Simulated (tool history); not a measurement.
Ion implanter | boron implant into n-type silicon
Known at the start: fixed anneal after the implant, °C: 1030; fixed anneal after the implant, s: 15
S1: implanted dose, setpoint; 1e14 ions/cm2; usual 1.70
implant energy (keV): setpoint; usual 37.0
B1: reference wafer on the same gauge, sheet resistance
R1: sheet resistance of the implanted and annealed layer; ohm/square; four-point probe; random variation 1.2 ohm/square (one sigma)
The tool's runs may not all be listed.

run 1 hour=0.0 | S1=1.70 implant_energy_(keV)=40.5 | B1=406.25 | R1=464.08
run 2 hour=52.3 | S1=1.84 implant_energy_(keV)=37.0 | B1=406.25 | R1=441.83
run 3 hour=84.2 | S1=1.82 implant_energy_(keV)=32.0 | B1=405.75 | R1=453.36
run 4 hour=146.6 | S1=1.82 implant_energy_(keV)=32.0 | B1=405.84 | R1=454.92
run 5 hour=200.1 | S1=1.82 implant_energy_(keV)=32.0 | B1=405.46 | R1=450.51
run 6 hour=249.1 | S1=1.70 implant_energy_(keV)=37.0 | B1=406.15 | R1=467.04
run 7 hour=282.8 | S1=1.70 implant_energy_(keV)=37.0 | B1=405.97 | R1=466.59
run 8 hour=314.4 | S1=1.70 implant_energy_(keV)=37.0 | B1=405.79 | R1=462.99
run 9 hour=343.2 | S1=1.70 implant_energy_(keV)=37.0 | B1=406.25 | R1=461.38
run 10 hour=397.9 | S1=1.70 implant_energy_(keV)=37.0 | B1=405.88 | R1=461.56
-- hour=447.7 Faraday cup replaced and dose calibrated
run 11 hour=451.8 | S1=1.70 implant_energy_(keV)=37.0 | B1=405.59 | R1=473.07
run 12 hour=508.0 | S1=1.70 implant_energy_(keV)=37.0 | B1=405.59 | R1=472.01
run 13 hour=543.3 | S1=1.70 implant_energy_(keV)=37.0 | B1=406.00 | R1=474.16
-- hour=554.4 extraction supply calibrated
run 14 hour=600.1 | S1=1.84 implant_energy_(keV)=48.0 | B1=405.77 | R1=430.58
run 15 hour=731.9 | S1=1.23 implant_energy_(keV)=37.0 | B1=406.04 | R1=601.42
-- hour=750.4 gauge calibrated
run 16 hour=781.1 | S1=2.19 implant_energy_(keV)=37.0 | B1=405.93 | R1=388.46
run 17 hour=808.3 | S1=2.02 implant_energy_(keV)=37.0 | B1=405.76 | R1=412.14
run 18 hour=841.9 | S1=2.01 implant_energy_(keV)=29.0 | B1=406.24 | R1=429.74
run 19 hour=912.3 | S1=1.89 implant_energy_(keV)=26.5 | B1=405.85 | R1=452.60
run 20 hour=945.1 | S1=1.84 implant_energy_(keV)=48.0 | B1=405.79 | R1=427.55
run 21 hour=990.9 | S1=1.37 implant_energy_(keV)=41.5 | B1=405.91 | R1=540.61
run 22 hour=1022.7 | S1=1.31 implant_energy_(keV)=28.5 | B1=406.29 | R1=594.48
run 23 hour=1086.9 | S1=1.84 implant_energy_(keV)=45.0 | B1=406.07 | R1=427.63
run 24 hour=1117.6 | S1=1.70 implant_energy_(keV)=26.0 | B1=405.95 | R1=490.89
run 25 hour=1165.8 | S1=2.18 implant_energy_(keV)=25.5 | B1=405.58 | R1=401.90

3 ways to go on from here, each from the tool as it stands after run 25. What would each give?
run A hour=1166.2 | S1=1.70 implant_energy_(keV)=37.0 | B1=? | R1=?
run B hour=1166.2 | S1=1.56 implant_energy_(keV)=32.5 | B1=? | R1=?
run C hour=1166.2 | S1=1.23 implant_energy_(keV)=44.0 | B1=? | R1=?

run=A B1=405.71 R1=468.82
run=B B1=405.71 R1=510.06
run=C B1=405.71 R1=578.24
Without the tool's hidden state the same runs would have given:
run=A R1=478.34
run=B R1=520.49
run=C R1=589.38
